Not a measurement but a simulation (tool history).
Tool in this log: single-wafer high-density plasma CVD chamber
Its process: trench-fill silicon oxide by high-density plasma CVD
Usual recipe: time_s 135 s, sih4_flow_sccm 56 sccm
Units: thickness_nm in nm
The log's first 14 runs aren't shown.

run   hour  time_s  sih4_flow_sccm  read-back reference wafer on the same gauge, thickness_nm  thickness_nm
 15  322.5     135              56                                                   1006.373       867.565
 16  349.1     135              56                                                   1006.274       862.300
 17  384.4     135              56                                                   1006.565       869.061
 18  406.5     135              56                                                   1007.127       864.575
 19  438.0     135              53                                                   1006.452       822.806
 20  472.9     115              50                                                   1006.625       666.541
 21  492.1     135              62                                                   1006.728       935.805
 22  514.6     145              66                                                   1006.627      1071.194
 23  531.9     135              56                                                   1006.045       858.522

Forecast run 24:
     562.3  -- gauge calibrated
 24  566.7     157              48                                                          ?             ?

read-back reference wafer on the same gauge, thickness_nm: 1006.065
thickness_nm: 885.764 nm
Take away the tool's hidden state, keep the run-to-run variation as it was, and the same run would have given thickness_nm 885.764 nm.
